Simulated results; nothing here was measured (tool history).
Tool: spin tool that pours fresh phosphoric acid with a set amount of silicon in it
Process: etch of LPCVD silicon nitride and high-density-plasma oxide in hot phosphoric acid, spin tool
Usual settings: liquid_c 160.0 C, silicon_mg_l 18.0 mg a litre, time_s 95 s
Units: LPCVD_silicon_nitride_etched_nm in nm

run	hour	liquid_c	silicon_mg_l	time_s	wafers since the last listed run	hours since the thermometer was replaced	hours since the dissolved silicon flow meter was replaced	hours since the heated supply line was repaired	hours since the gauge calibration	read-back film thickness of the LPCVD silicon nitride reference wafer, read on the same gauge (nm)	LPCVD_silicon_nitride_etched_nm
1	0.0	160.0	18.0	95	0	900.5	1389.1	1469.7	223.0	90.02	6.76
2	42.5	160.0	18.0	95	365	943.0	1431.6	1512.2	265.5	90.00	6.73
3	141.6	160.0	18.0	95	852	1042.1	1530.7	1611.3	364.6	90.02	6.64
4	211.2	160.0	18.0	95	598	1111.7	1600.3	1680.9	434.2	90.02	6.66
# hour 376.7: gauge calibrated
# hour 379.5: thermometer replaced
# hour 426.0: heated supply line repaired
5	481.4	160.0	18.0	95	2306	101.9	1870.5	55.4	104.7	90.00	7.31
# hour 566.2: dissolved silicon flow meter replaced
6	576.6	160.0	18.0	95	810	197.1	10.4	150.6	199.9	89.99	7.31
7	613.9	160.0	18.0	95	320	234.4	47.7	187.9	237.2	90.00	7.23
8	650.6	158.0	5.5	65	315	271.1	84.4	224.6	273.9	89.98	4.65
9	688.7	158.0	27.5	125	327	309.2	122.5	262.7	312.0	90.00	8.88
10	794.2	160.0	18.0	95	907	414.7	228.0	368.2	417.5	90.01	7.20
11	860.1	160.0	18.0	75	566	480.6	293.9	434.1	483.4	90.02	5.65
12	942.8	158.0	26.0	60	711	563.3	376.6	516.8	566.1	89.99	4.21
# hour 1026.3: gauge calibrated
13	1045.8	160.0	18.0	95	885	666.3	479.6	619.8	19.5	90.00	7.06
14	1135.1	160.0	4.5	65	768	755.6	568.9	709.1	108.8	89.98	4.84

The tool's hidden state at each run:
dissolved silicon flow above the setpoint (%): 0 in every run
gauge reads high (%): 0 in every run
H1: liquid colder than its thermometer reads (K)
H2: temperature lost on the way to the wafer (K)
run	H1	H2
1	0.717	1.85
2	0.742	1.9
3	0.799	2.03
4	0.839	2.12
5	0.126	0.144
6	0.181	0.264
7	0.202	0.311
8	0.223	0.357
9	0.245	0.404
10	0.306	0.537
11	0.344	0.619
12	0.391	0.723
13	0.451	0.852
14	0.502	0.964
